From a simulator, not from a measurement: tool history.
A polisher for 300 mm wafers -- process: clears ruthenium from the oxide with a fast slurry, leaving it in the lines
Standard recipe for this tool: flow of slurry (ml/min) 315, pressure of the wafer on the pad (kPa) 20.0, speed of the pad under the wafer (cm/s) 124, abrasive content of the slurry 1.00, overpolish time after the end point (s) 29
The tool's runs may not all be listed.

run,hour,flow of slurry (ml/min),pressure of the wafer on the pad (kPa),speed of the pad under the wafer (cm/s),abrasive content of the slurry,overpolish time after the end point (s),wafers since the last listed run,wafers polished on this pad,hours since the slurry nozzle was cleaned,hours since the head pressure was calibrated,hours since the slurry blender was calibrated,"incoming thickness of the incoming film, nm",time until the end point was called (s),dishing of a wide line in a test structure (angstrom)
1,0.0,315,20.0,124,1.00,29,0,934,143.6,340.3,130.7,309.3,66.6,792
2,22.1,315,20.0,124,1.00,29,119,1053,165.7,362.4,152.8,312.9,67.0,760
3,37.6,315,20.0,124,1.00,29,83,1137,181.2,377.9,168.3,312.8,67.3,782
4,60.9,315,20.0,124,1.00,35,125,1263,204.5,401.2,191.6,310.4,67.5,857
5,73.7,315,20.0,124,1.00,35,69,1332,217.3,414.0,204.4,314.1,69.3,839
6,90.3,315,20.0,124,1.00,35,89,1421,233.9,430.6,221.0,308.6,69.5,853
# hour 121.5: worn pad replaced by a new one
7,125.0,315,20.0,112,1.00,29,165,18,268.6,465.3,255.7,313.4,75.8,706
8,148.6,315,20.0,166,1.00,29,127,145,292.2,488.9,279.3,312.2,56.2,905
9,170.3,400,17.2,124,1.00,29,117,262,313.9,510.6,301.0,308.9,79.3,701
10,193.1,315,14.5,124,1.00,46,122,385,336.7,533.4,323.8,306.6,94.6,829
11,221.9,375,17.9,124,1.15,22,155,541,365.5,562.2,352.6,310.7,72.5,600
# hour 226.3: slurry blender recalibrated
# hour 227.0: head pressure recalibrated
12,234.9,315,20.0,102,1.00,24,55,597,378.5,7.9,8.6,306.6,71.4,652
# hour 237.7: slurry nozzle cleaned
13,252.0,315,20.0,124,1.00,29,86,683,14.3,25.0,25.7,310.5,62.6,829
14,274.2,315,17.2,124,1.00,29,119,803,36.5,47.2,47.9,310.4,70.6,734
15,301.0,315,20.0,124,1.00,14,144,948,63.3,74.0,74.7,306.3,61.5,466

Below are 5 alternative next runs, each starting from the tool's condition after run 15. Predict each:
A,301.5,315,20.0,124,1.00,29,2,950,63.8,74.5,75.2,312.1,?,?
B,301.5,315,22.1,88,1.00,29,2,950,63.8,74.5,75.2,312.1,?,?
C,301.5,315,17.2,88,1.00,29,2,950,63.8,74.5,75.2,312.1,?,?
D,301.5,315,20.0,124,1.30,29,2,950,63.8,74.5,75.2,312.1,?,?
E,301.5,350,20.0,124,1.00,29,2,950,63.8,74.5,75.2,312.1,?,?

run,time until the end point was called (s),dishing of a wide line in a test structure (angstrom)
A,63.1,801
B,74.0,719
C,93.5,605
D,56.2,863
E,62.5,806
Stripped of hidden state, with their random variation kept, the same runs would have yielded:
run,time until the end point was called (s),dishing of a wide line in a test structure (angstrom)
A,62.2,809
B,72.9,726
C,92.1,612
D,55.4,871
E,61.6,814
